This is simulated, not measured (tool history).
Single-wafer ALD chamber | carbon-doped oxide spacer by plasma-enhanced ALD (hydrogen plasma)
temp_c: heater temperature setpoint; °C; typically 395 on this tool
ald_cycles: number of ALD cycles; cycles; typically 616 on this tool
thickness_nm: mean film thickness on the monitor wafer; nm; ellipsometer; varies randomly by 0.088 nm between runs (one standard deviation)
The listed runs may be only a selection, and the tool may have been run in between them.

run,day,temp_c,ald_cycles,"read-back reference wafer on the same gauge, thickness_nm",thickness_nm
1,0,395,616,31.984,35.257
2,0.696,403,616,31.988,34.876
3,1.05,403,616,31.993,34.788
4,1.725,395,616,31.983,35.206
5,2.225,395,616,32.019,35.177
6,2.808,395,616,32.003,35.032
7,3.3,395,616,31.994,35.337
8,3.846,400,520,31.995,29.75
9,4.571,408,502,31.994,27.994
10,5.004,387,556,32.026,31.877
# day 5.071: gauge calibrated
11,5.292,385,694,32.005,39.819
12,5.642,395,671,31.999,38.423
13,6.392,401,562,32.007,32.084
# day 6.838: thermocouple changed; heater temperature recalibrated
14,6.958,395,616,32.007,35.333
15,9.012,395,616,32.01,35.177
16,9.604,387,515,31.991,29.313
17,10.054,380,544,32.01,30.911

3 options for the next run, each taken on its own from the tool as it stands now. Forecast them:
A,10.108,395,616,?,?
B,10.108,402,535,?,?
C,10.108,403,563,?,?

run,"read-back reference wafer on the same gauge, thickness_nm",thickness_nm
A,32.016,35.324
B,32.016,30.496
C,32.016,31.995
Stripped of hidden state, with their random variation kept, the same runs would have yielded:
run,thickness_nm
A,35.324
B,30.496
C,31.995

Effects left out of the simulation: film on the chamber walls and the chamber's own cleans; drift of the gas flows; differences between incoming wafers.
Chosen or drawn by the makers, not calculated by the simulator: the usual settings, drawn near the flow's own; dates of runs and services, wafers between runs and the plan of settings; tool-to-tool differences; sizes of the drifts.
